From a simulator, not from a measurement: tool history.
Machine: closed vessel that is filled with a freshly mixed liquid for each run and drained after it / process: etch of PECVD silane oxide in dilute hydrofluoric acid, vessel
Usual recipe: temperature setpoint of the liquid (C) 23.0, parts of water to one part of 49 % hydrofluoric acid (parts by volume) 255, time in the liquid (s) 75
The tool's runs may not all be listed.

run   hour  temperature setpoint of the liquid (C)  parts of water to one part of 49 % hydrofluoric acid (parts by volume)  time in the liquid (s)  read-back film thickness of the PECVD silane oxide reference wafer, read on the same gauge (nm)  thickness taken off the PECVD silane oxide on a monitor wafer (angstrom)
  1    0.0                                    23.0                                                                     255                      75                                                                                            69.95                                                                      83.9
  2    9.0                                    23.0                                                                     255                      75                                                                                            70.01                                                                      82.9
  3   25.1                                    23.0                                                                     255                      75                                                                                            69.94                                                                      82.3
  4   40.2                                    23.0                                                                     255                      75                                                                                            70.00                                                                      83.0
  5   50.1                                    23.0                                                                     255                      75                                                                                            69.99                                                                      83.9
  6   58.0                                    20.5                                                                     290                      75                                                                                            69.98                                                                      64.9
  7   74.3                                    20.5                                                                     290                      75                                                                                            69.98                                                                      64.0
  8   92.3                                    23.0                                                                     255                      75                                                                                            70.00                                                                      83.6
  9  102.0                                    23.0                                                                     255                      75                                                                                            70.06                                                                      82.8
 10  115.9                                    23.0                                                                     255                      75                                                                                            70.04                                                                      82.3
     125.2  -- gauge calibrated
 11  128.3                                    23.0                                                                     255                      75                                                                                            70.01                                                                      83.1
 12  135.8                                    23.0                                                                     285                      75                                                                                            69.98                                                                      72.8
     143.6  -- thermometer replaced
 13  153.6                                    23.0                                                                     285                      75                                                                                            70.04                                                                      68.6
 14  169.6                                    23.0                                                                     220                      75                                                                                            70.04                                                                      92.7
 15  177.7                                    23.0                                                                     255                      75                                                                                            69.94                                                                      78.3
 16  184.2                                    23.0                                                                     255                      75                                                                                            70.01                                                                      79.0
     190.4  -- hydrofluoric acid flow meter replaced
     193.2  -- thermometer replaced, repeated, since the last time left the tool worse
 17  197.9                                    23.0                                                                     255                      75                                                                                            70.01                                                                      87.3
 18  215.2                                    20.0                                                                     200                      95                                                                                            70.02                                                                     132.5
 19  229.3                                    26.0                                                                     255                      75                                                                                            70.06                                                                      98.4
 20  246.7                                    18.5                                                                     300                      75                                                                                            69.98                                                                      60.2
 21  257.9                                    18.0                                                                     150                      90                                                                                            70.00                                                                     163.7
 22  264.8                                    23.0                                                                     135                      75                                                                                            70.05                                                                     188.3
 23  277.4                                    23.0                                                                     255                      75                                                                                            70.00                                                                      88.1
 24  284.6                                    27.5                                                                     330                      95                                                                                            70.03                                                                      93.6
 25  298.7                                    23.0                                                                     160                      50                                                                                            69.93                                                                     102.5
     303.0  -- gauge calibrated
 26  308.2                                    23.0                                                                     135                     105                                                                                            70.06                                                                     264.3
 27  344.5                                    23.0                                                                     255                     105                                                                                            70.01                                                                     121.6
 28  354.8                                    23.0                                                                     255                      75                                                                                            70.00                                                                      86.9
 29  365.9                                    28.0                                                                     375                      35                                                                                            70.00                                                                      29.1

What if the next run were any one of these 4? Each begins from the tool's condition after run 29:
  A  366.6                                    23.0                                                                     255                      75                                                                                                ?                                                                         ?
  B  366.6                                    25.5                                                                     195                      40                                                                                                ?                                                                         ?
  C  366.6                                    26.5                                                                     145                      50                                                                                                ?                                                                         ?
  D  366.6                                    21.5                                                                     375                      75                                                                                                ?                                                                         ?

run  read-back film thickness of the PECVD silane oxide reference wafer, read on the same gauge (nm)  thickness taken off the PECVD silane oxide on a monitor wafer (angstrom)
  A                                                                                            70.01                                                                      87.4
  B                                                                                            70.01                                                                      71.1
  C                                                                                            70.01                                                                     131.4
  D                                                                                            70.01                                                                      50.4
What these runs would have given with no unlogged condition in the tool:
run  thickness taken off the PECVD silane oxide on a monitor wafer (angstrom)
  A                                                                      88.3
  B                                                                      71.8
  C                                                                     132.8
  D                                                                      51.0
